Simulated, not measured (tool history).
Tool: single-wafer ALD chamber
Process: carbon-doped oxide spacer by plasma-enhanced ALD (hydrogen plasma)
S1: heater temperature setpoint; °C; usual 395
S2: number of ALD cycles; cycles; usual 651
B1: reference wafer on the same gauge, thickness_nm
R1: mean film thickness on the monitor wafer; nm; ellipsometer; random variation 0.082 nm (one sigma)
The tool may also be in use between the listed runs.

run	hour	S1	S2	B1	R1
1	0	395	651	34.813	32.815
2	9.5	395	651	34.803	32.898
3	17.6	395	651	34.812	32.77
4	28.6	395	651	34.812	32.868
5	41.7	395	651	34.807	32.669
6	58.3	395	651	34.812	32.804
7	71.7	385	651	34.802	33.012
# hour 81.2: gauge calibrated
8	81.4	385	651	34.804	32.815
9	91.4	385	565	34.806	28.4
10	106	389	735	34.768	37.092
11	112.4	395	651	34.799	32.929
12	127.1	395	651	34.802	32.831
13	136.3	405	550	34.8	27.333
14	151	405	587	34.788	29.1
# hour 165.6: thermocouple changed; heater temperature recalibrated
15	202.1	410	749	34.808	36.4
16	213.9	401	651	34.812	32.485
# hour 218.3: gauge calibrated
17	226.1	399	738	34.797	37.312

4 ways to go on from here, each from the tool as it stands after run 17. What would each give?
A	227.5	395	651	?	?
B	227.5	405	603	?	?
C	227.5	390	765	?	?
D	227.5	389	618	?	?

run	B1	R1
A	34.799	32.979
B	34.799	29.996
C	34.799	38.754
D	34.799	31.307
Without the tool's hidden state the same runs would have given:
run	R1
A	32.979
B	29.996
C	38.754
D	31.307
